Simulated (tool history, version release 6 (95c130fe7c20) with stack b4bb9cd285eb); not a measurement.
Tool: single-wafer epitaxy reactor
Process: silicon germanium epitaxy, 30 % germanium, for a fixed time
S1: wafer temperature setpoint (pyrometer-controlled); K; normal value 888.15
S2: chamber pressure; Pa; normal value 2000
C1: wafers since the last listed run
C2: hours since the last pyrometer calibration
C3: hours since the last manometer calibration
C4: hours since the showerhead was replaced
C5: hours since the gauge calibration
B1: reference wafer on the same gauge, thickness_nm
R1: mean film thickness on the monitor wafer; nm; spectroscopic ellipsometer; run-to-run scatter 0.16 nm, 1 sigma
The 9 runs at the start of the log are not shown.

{"run": 10, "hour": 114.3, "S1": 883.15, "S2": 2000, "C1": 290, "C2": 2927.1, "C3": 1800.5, "C4": 2430.5, "C5": 38.1, "B1": 74.877, "R1": 70.056}
{"run": 11, "hour": 125.6, "S1": 883.15, "S2": 2000, "C1": 236, "C2": 2938.4, "C3": 1811.8, "C4": 2441.8, "C5": 49.4, "B1": 74.92, "R1": 70.32}
{"run": 12, "hour": 132.2, "S1": 888.15, "S2": 2000, "C1": 137, "C2": 2945, "C3": 1818.4, "C4": 2448.4, "C5": 56, "B1": 74.816, "R1": 75.419}
{"run": 13, "hour": 142.1, "S1": 881.15, "S2": 2000, "C1": 206, "C2": 2954.9, "C3": 1828.3, "C4": 2458.3, "C5": 65.9, "B1": 74.961, "R1": 67.952}
{"hour": 156.9, "done": "showerhead replaced"}
{"run": 14, "hour": 157.3, "S1": 881.15, "S2": 2000, "C1": 150, "C2": 2970.1, "C3": 1843.5, "C4": 0.4, "C5": 81.1, "B1": 74.969, "R1": 67.985}
{"run": 15, "hour": 164.0, "S1": 888.15, "S2": 1840, "C1": 140, "C2": 2976.8, "C3": 1850.2, "C4": 7.1, "C5": 87.8, "B1": 74.833, "R1": 73.255}
{"hour": 186.6, "done": "pyrometer calibrated"}
{"run": 16, "hour": 202.4, "S1": 897.15, "S2": 2000, "C1": 635, "C2": 15.8, "C3": 1888.6, "C4": 45.5, "C5": 126.2, "B1": 74.864, "R1": 79.286}
{"run": 17, "hour": 209.4, "S1": 876.15, "S2": 2346, "C1": 146, "C2": 22.8, "C3": 1895.6, "C4": 52.5, "C5": 133.2, "B1": 74.862, "R1": 60.567}
{"hour": 221.2, "done": "capacitance manometer re-zeroed and calibrated"}
{"run": 18, "hour": 221.7, "S1": 875.15, "S2": 1800, "C1": 89, "C2": 35.1, "C3": 0.5, "C4": 64.8, "C5": 145.5, "B1": 74.872, "R1": 53.938}
{"run": 19, "hour": 230.7, "S1": 888.15, "S2": 2000, "C1": 188, "C2": 44.1, "C3": 9.5, "C4": 73.8, "C5": 154.5, "B1": 74.787, "R1": 69.145}
{"run": 20, "hour": 244.0, "S1": 897.15, "S2": 2400, "C1": 278, "C2": 57.4, "C3": 22.8, "C4": 87.1, "C5": 167.8, "B1": 74.855, "R1": 85.194}
{"run": 21, "hour": 252.1, "S1": 888.15, "S2": 2000, "C1": 169, "C2": 65.5, "C3": 30.9, "C4": 95.2, "C5": 175.9, "B1": 74.861, "R1": 69.116}
{"run": 22, "hour": 263.4, "S1": 876.15, "S2": 2000, "C1": 236, "C2": 76.8, "C3": 42.2, "C4": 106.5, "C5": 187.2, "B1": 74.906, "R1": 57.35}

Run 23 has not been measured yet. What should we expect?
{"hour": 277.7, "done": "gauge calibrated"}
{"run": 23, "hour": 280.3, "S1": 888.15, "S2": 1587, "C1": 353, "C2": 93.7, "C3": 59.1, "C4": 123.4, "C5": 2.6, "B1": "?", "R1": "?"}

{"run 23": {"B1": 74.87, "R1": 63.763}}
On a tool with no hidden condition, and with the same random variation, this run would have come out at R1 63.841 nm.
